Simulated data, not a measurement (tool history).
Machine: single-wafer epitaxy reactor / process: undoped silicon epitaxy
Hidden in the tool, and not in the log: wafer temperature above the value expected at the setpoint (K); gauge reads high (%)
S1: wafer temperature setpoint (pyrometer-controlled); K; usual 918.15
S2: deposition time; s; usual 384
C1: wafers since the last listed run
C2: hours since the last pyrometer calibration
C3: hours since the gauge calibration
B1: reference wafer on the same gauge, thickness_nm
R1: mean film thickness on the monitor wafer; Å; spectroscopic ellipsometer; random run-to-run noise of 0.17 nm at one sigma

run    hour      S1   S2   C1      C2      C3      B1      R1
  1     0.0  914.15  426    0  1394.6  1135.3  72.052  655.27
       66.3  -- gauge calibrated
  2    69.9  914.15  426  308  1464.5     3.6  72.003  654.90
  3   100.9  914.15  426  136  1495.5    34.6  71.976  656.04
  4   155.6  918.15  384  241  1550.2    89.3  72.002  647.00
  5   208.6  918.15  384  233  1603.2   142.3  72.035  643.58
  6   234.8  918.15  384  115  1629.4   168.5  71.996  645.46
  7   297.2  911.15  384  275  1691.8   230.9  72.008  552.07
  8   322.5  910.15  384  111  1717.1   256.2  72.008  543.03
  9   371.6  910.15  384  216  1766.2   305.3  72.003  544.25
 10   410.6  910.15  384  171  1805.2   344.3  72.037  540.64
 11   450.6  927.15  384  176  1845.2   384.3  71.931  791.49
 12   479.2  927.15  384  126  1873.8   412.9  72.042  788.82
 13   506.4  918.15  428  119  1901.0   440.1  71.979  728.42
 14   568.9  918.15  428  275  1963.5   502.6  72.018  729.96
 15   636.5  918.15  428  297  2031.1   570.2  72.062  729.55
 16   687.3  918.15  384  223  2081.9   621.0  72.025  655.12
 17   754.9  918.15  384  297  2149.5   688.6  71.986  656.68
      788.7  -- pyrometer calibrated
 18   880.2  907.15  405  517    91.5   813.9  71.972  527.38
 19   951.2  918.15  348  312   162.5   884.9  71.988  577.22
 20  1008.5  913.15  413  252   219.8   942.2  72.066  614.49
 21  1045.5  918.15  384  163   256.8   979.2  71.970  635.84
 22  1104.8  931.15  421  261   316.1  1038.5  72.012  929.71
 23  1130.6  918.15  384  113   341.9  1064.3  72.004  637.91
     1155.5  -- gauge calibrated
 24  1165.0  914.15  426  151   376.3     9.5  71.965  648.18
 25  1204.7  918.15  365  175   416.0    49.2  71.930  605.12
 26  1254.4  907.15  320  219   465.7    98.9  71.994  416.53
 27  1302.1  918.15  384  210   513.4   146.6  72.013  636.71
 28  1363.7  929.15  384  271   575.0   208.2  72.026  812.56
 29  1415.6  914.15  404  228   626.9   260.1  71.995  617.48
 30  1455.6  907.15  307  176   666.9   300.1  71.989  399.49
 31  1625.6  931.15  441  749   836.9   470.1  72.018  972.57
 32  1657.5  918.15  330  140   868.8   502.0  71.982  548.28
 33  1691.1  904.15  406  148   902.4   535.6  72.040  494.84
 34  1758.4  913.15  352  296   969.7   602.9  71.979  528.37

Branching from run 34: 5 alternative next runs. What would each branch give?
  A  1758.9  918.15  384   2  970.2  603.4   ?   ?
  B  1758.9  913.15  345   2  970.2  603.4   ?   ?
  C  1758.9  918.15  433   2  970.2  603.4   ?   ?
  D  1758.9  933.15  428   2  970.2  603.4   ?   ?
  E  1758.9  930.15  319   2  970.2  603.4   ?   ?

run      B1      R1
  A  71.957  643.04
  B  71.957  517.03
  C  71.957  725.09
  D  71.957  992.80
  E  71.957  693.86
The same runs, with their run-to-run variation unchanged, on a tool lacking any hidden condition would have given:
run      R1
  A  636.81
  B  511.97
  C  718.07
  D  983.49
  E  687.31
